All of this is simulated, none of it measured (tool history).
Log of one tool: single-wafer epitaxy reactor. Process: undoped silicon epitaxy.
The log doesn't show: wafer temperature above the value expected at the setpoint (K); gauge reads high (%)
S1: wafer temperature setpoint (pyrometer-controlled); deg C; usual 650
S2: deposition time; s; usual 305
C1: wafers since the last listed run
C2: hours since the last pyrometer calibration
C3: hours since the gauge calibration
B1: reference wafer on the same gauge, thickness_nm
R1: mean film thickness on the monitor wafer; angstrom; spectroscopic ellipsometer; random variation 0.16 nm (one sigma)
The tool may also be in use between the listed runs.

run	hour	S1	S2	C1	C2	C3	B1	R1
1	0.0	661	305	0	1977.1	566.4	52.627	589.78
2	26.1	661	305	113	2003.2	592.5	52.801	590.38
3	95.8	650	256	303	2072.9	662.2	52.731	398.92
4	120.9	650	256	109	2098.0	687.3	52.721	398.01
5	182.3	650	256	267	2159.4	748.7	52.686	399.97
6	239.1	650	305	247	2216.2	805.5	52.692	474.44
7	280.7	654	305	181	2257.8	847.1	52.624	514.40
8	327.8	654	305	205	2304.9	894.2	52.719	515.09
9	378.9	654	305	222	2356.0	945.3	52.761	511.86
10	409.6	639	305	133	2386.7	976.0	52.684	384.00
11	445.3	639	305	155	2422.4	1011.7	52.676	381.11
12	480.1	639	305	151	2457.2	1046.5	52.760	382.07
13	513.9	646	305	147	2491.0	1080.3	52.628	440.31
14	556.2	646	305	184	2533.3	1122.6	52.682	437.20
15	615.8	650	305	259	2592.9	1182.2	52.730	476.22
# hour 638.8: pyrometer calibrated
16	677.3	660	305	233	38.5	1243.7	52.721	598.10
17	728.3	650	305	222	89.5	1294.7	52.644	497.11
# hour 751.1: gauge calibrated
18	762.5	650	340	149	123.7	11.4	52.710	554.39
19	796.8	664	254	149	158.0	45.7	52.628	534.49
20	861.2	650	305	280	222.4	110.1	52.639	493.51
21	901.1	655	270	173	262.3	150.0	52.733	479.12
22	956.9	638	365	243	318.1	205.8	52.699	465.73
23	1021.1	637	281	279	382.3	270.0	52.680	352.70
24	1084.9	637	256	277	446.1	333.8	52.712	320.47
25	1123.0	650	305	166	484.2	371.9	52.733	490.83
26	1150.5	650	305	119	511.7	399.4	52.721	491.50
27	1174.8	654	363	105	536.0	423.7	52.705	632.75
28	1238.3	655	327	276	599.5	487.2	52.645	578.32

The same runs without the tool's hidden state, with the same run-to-run variation:
run	R1
1	608.29
2	609.13
3	412.26
4	411.46
5	413.84
6	491.29
7	532.82
8	533.89
9	530.92
10	398.90
11	396.10
12	397.29
13	457.83
14	454.86
15	495.73
16	595.67
17	495.41
18	552.76
19	533.20
20	492.74
21	478.64
22	465.62
23	352.93
24	320.98
25	491.84
26	492.70
27	634.51
28	580.42
